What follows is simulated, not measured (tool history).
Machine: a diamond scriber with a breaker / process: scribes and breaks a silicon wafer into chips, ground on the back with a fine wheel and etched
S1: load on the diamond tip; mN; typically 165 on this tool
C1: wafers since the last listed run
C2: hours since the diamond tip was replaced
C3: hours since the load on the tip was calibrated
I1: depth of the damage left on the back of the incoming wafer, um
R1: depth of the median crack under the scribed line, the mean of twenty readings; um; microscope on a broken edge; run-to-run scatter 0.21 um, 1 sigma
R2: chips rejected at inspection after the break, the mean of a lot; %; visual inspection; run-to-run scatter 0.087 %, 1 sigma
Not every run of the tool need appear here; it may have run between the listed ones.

run	hour	S1	C1	C2	C3	I1	R1	R2
1	0	128	0	227.4	820.1	0.57	13.23	2.88
2	63.2	128	316	290.6	883.3	0.56	13.55	2.95
3	100.3	178	185	327.7	920.4	0.42	15.75	4.85
4	143.7	178	217	371.1	963.8	0.42	15.56	4.69
5	215.5	165	359	442.9	1035.6	0.45	15.05	3.09
6	247.2	165	158	474.6	1067.3	0.59	15.11	2.98
# hour 272.8: diamond tip replaced by a new one
7	286.1	165	184	13.3	1106.2	0.79	15.29	3.11
8	330.7	165	223	57.9	1150.8	0.39	15.7	3.29
9	375.2	165	222	102.4	1195.3	0.31	15.26	3.3
10	425	165	249	152.2	1245.1	0.32	15.12	3.29
11	469	165	220	196.2	1289.1	0.78	15.09	3.4
# hour 483.6: load on the tip recalibrated
12	632.3	165	808	359.5	148.7	0.77	14.4	2
13	679.3	165	235	406.5	195.7	0.54	14.57	2.17
# hour 726.2: diamond tip replaced by a new one
14	748.1	199	334	21.9	264.5	0.3	16.36	6.59
15	776.2	199	140	50	292.6	0.43	16.08	6.97
16	839.6	199	317	113.4	356	0.37	16.46	7.28
17	867.7	165	140	141.5	384.1	0.67	14.93	2.55
18	898.8	165	155	172.6	415.2	0.63	14.97	2.42
19	939.5	165	203	213.3	455.9	0.38	14.56	2.5
20	968	165	142	241.8	484.4	0.77	15.13	2.68
21	1035.4	148	337	309.2	551.8	0.57	14.15	1.84
22	1088.1	198	264	361.9	604.5	0.52	16.88	8.31
23	1135.9	182	239	409.7	652.3	0.56	15.89	5.43
# hour 1145.6: diamond tip replaced by a new one
24	1190.8	186	265	45.2	707.2	0.65	16.13	6.21
25	1233.3	129	212	87.7	749.7	0.39	13.08	2.77
26	1265.5	119	161	119.9	781.9	0.65	12.6	4.49
27	1298.5	198	165	152.9	814.9	0.54	17.21	9.55
28	1341.2	212	213	195.6	857.6	0.33	17.29	12.67
29	1385.5	209	221	239.9	901.9	0.6	17.49	11.94
30	1418.4	165	164	272.8	934.8	0.52	15.04	3.15
31	1488.9	165	353	343.3	1005.3	0.68	15.22	3.09
32	1526	165	185	380.4	1042.4	0.55	15.64	3.32
33	1582.6	189	283	437	1099	0.51	16.57	8.09
34	1618.3	205	178	472.7	1134.7	0.32	17.37	11.88
# hour 1635.5: diamond tip replaced by a new one
35	1675.8	194	278	40.3	1192.2	0.39	17.09	8.75
36	1730.7	195	275	95.2	1247.1	0.57	16.74	8.49
37	1798.5	119	339	163	1314.9	0.72	13.12	3.72
38	1852.7	187	271	217.2	1369.1	0.75	16.49	7.73
39	1915.6	165	315	280.1	1432	0.45	15.03	3.34
# hour 1932: load on the tip recalibrated
40	1941.2	185	118	305.7	9.2	0.75	15.28	3.4
41	2000.5	117	297	365	68.5	0.64	12.05	8.04

Hidden condition of the tool, last listed run before each entry between runs versus first listed run after:
In the gap between runs 6 and 7: diamond tip replaced by a new one (hour 272.8)
  deviation of the load on the tip from its setpoint, %: 14.3 -> 14.4
  measured minus no-state result, R1: +1.11 -> +1.13 um; R2: +1.24 -> +1.3 %
In the gap between runs 11 and 12: load on the tip recalibrated (hour 483.6)
  deviation of the load on the tip from its setpoint, %: 14.8 -> 5.09
  measured minus no-state result, R1: +1.14 -> +0.41 um; R2: +1.47 -> +0.18 %
In the gap between runs 13 and 14: diamond tip replaced by a new one (hour 726.2)
  deviation of the load on the tip from its setpoint, %: 6.25 -> 7.73
  measured minus no-state result, R1: +0.49 -> +0.68 um; R2: +0.28 -> +2.31 %
In the gap between runs 23 and 24: diamond tip replaced by a new one (hour 1145.6)
  deviation of the load on the tip from its setpoint, %: 12.8 -> 13.2
  measured minus no-state result, R1: +1.06 -> +1.1 um; R2: +2.83 -> +3.29 %
In the gap between runs 34 and 35: diamond tip replaced by a new one (hour 1635.5)
  deviation of the load on the tip from its setpoint, %: 15.1 -> 15.3
  measured minus no-state result, R1: +1.35 -> +1.34 um; R2: +6.14 -> +4.87 %
In the gap between runs 39 and 40: load on the tip recalibrated (hour 1932)
  deviation of the load on the tip from its setpoint, %: 15.7 -> 2.12
  measured minus no-state result, R1: +1.21 -> +0.18 um; R2: +1.54 -> +0.41 %

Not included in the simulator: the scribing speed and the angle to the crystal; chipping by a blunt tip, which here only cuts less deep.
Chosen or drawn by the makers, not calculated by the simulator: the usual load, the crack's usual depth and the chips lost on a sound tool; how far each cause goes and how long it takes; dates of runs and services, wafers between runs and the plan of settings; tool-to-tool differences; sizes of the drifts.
